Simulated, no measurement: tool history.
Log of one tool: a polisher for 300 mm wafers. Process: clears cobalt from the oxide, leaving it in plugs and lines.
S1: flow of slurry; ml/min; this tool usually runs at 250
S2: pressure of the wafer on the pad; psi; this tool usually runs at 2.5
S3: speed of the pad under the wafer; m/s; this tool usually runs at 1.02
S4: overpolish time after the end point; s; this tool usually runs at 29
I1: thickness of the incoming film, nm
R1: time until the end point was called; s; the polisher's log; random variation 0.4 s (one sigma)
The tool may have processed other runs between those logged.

run 1 hour=0.0 | S1=250 S2=2.5 S3=1.02 S4=41 | I1=210.2 | R1=35.5
run 2 hour=36.6 | S1=250 S2=2.5 S3=1.02 S4=29 | I1=209.9 | R1=34.6
run 3 hour=105.0 | S1=250 S2=2.5 S3=1.02 S4=29 | I1=210.8 | R1=35.6
-- hour=129.6 worn pad replaced by a new one
run 4 hour=152.5 | S1=250 S2=2.5 S3=1.02 S4=29 | I1=211.0 | R1=34.9
run 5 hour=207.8 | S1=250 S2=2.5 S3=1.02 S4=29 | I1=207.0 | R1=34.6
run 6 hour=253.5 | S1=250 S2=2.5 S3=1.02 S4=29 | I1=208.0 | R1=35.8
run 7 hour=284.1 | S1=250 S2=2.5 S3=1.02 S4=29 | I1=210.4 | R1=35.8
-- hour=294.8 slurry nozzle cleaned
-- hour=301.4 worn pad replaced by a new one
run 8 hour=329.6 | S1=250 S2=3.1 S3=1.02 S4=29 | I1=208.8 | R1=29.3
run 9 hour=355.7 | S1=250 S2=3.1 S3=1.02 S4=29 | I1=209.4 | R1=29.1
run 10 hour=414.8 | S1=250 S2=3.1 S3=1.02 S4=29 | I1=211.6 | R1=29.8
run 11 hour=470.2 | S1=280 S2=2.5 S3=1.28 S4=29 | I1=208.7 | R1=28.0
-- hour=505.1 worn pad replaced by a new one
run 12 hour=528.1 | S1=250 S2=2.5 S3=1.02 S4=34 | I1=208.5 | R1=35.4
run 13 hour=585.8 | S1=250 S2=2.1 S3=1.20 S4=29 | I1=209.7 | R1=35.5
run 14 hour=656.1 | S1=335 S2=3.2 S3=1.02 S4=29 | I1=211.2 | R1=27.6
-- hour=680.4 head pressure recalibrated
-- hour=682.3 worn pad replaced by a new one, of another model than before
run 15 hour=682.8 | S1=250 S2=2.5 S3=1.02 S4=29 | I1=211.6 | R1=32.7
run 16 hour=708.3 | S1=250 S2=2.5 S3=1.02 S4=29 | I1=211.1 | R1=32.5
run 17 hour=744.4 | S1=340 S2=2.5 S3=0.82 S4=29 | I1=208.7 | R1=36.2
run 18 hour=809.8 | S1=185 S2=2.5 S3=1.18 S4=29 | I1=211.5 | R1=29.5
run 19 hour=868.5 | S1=225 S2=2.5 S3=1.02 S4=29 | I1=206.7 | R1=33.2
-- hour=880.9 worn pad replaced by a new one
run 20 hour=898.0 | S1=250 S2=2.5 S3=1.02 S4=29 | I1=209.2 | R1=33.0
-- hour=917.2 slurry nozzle cleaned
run 21 hour=947.9 | S1=340 S2=2.5 S3=0.82 S4=29 | I1=210.8 | R1=37.8

Some steps in R1 between neighbouring runs. How much of each would the tool show without its hidden state too (settings, what came in, random variation), and how much is left for the hidden state, with any gauge scatter that isn't in both results?
Hidden conditions of the tool in this case: removal rate lost through wear of the pad, %; slurry flow missing at the pad, %; deviation of the head's pressure from its setpoint, %.
Run 11 -> 12: S1 280 -> 250, S3 1.28 -> 1.02, S4 29 -> 34, worn pad replaced by a new one. R1 +7.4 s: hidden state +0.8, all else +6.6.
Run 13 -> 14: S1 250 -> 335, S2 2.1 -> 3.2, S3 1.20 -> 1.02. R1 -7.9 s: hidden state -0.8, all else -7.1.
Run 14 -> 15: S1 335 -> 250, S2 3.2 -> 2.5, head pressure recalibrated, worn pad replaced by a new one, of another model than before. R1 +5.1 s: hidden state -3.2, all else +8.3.

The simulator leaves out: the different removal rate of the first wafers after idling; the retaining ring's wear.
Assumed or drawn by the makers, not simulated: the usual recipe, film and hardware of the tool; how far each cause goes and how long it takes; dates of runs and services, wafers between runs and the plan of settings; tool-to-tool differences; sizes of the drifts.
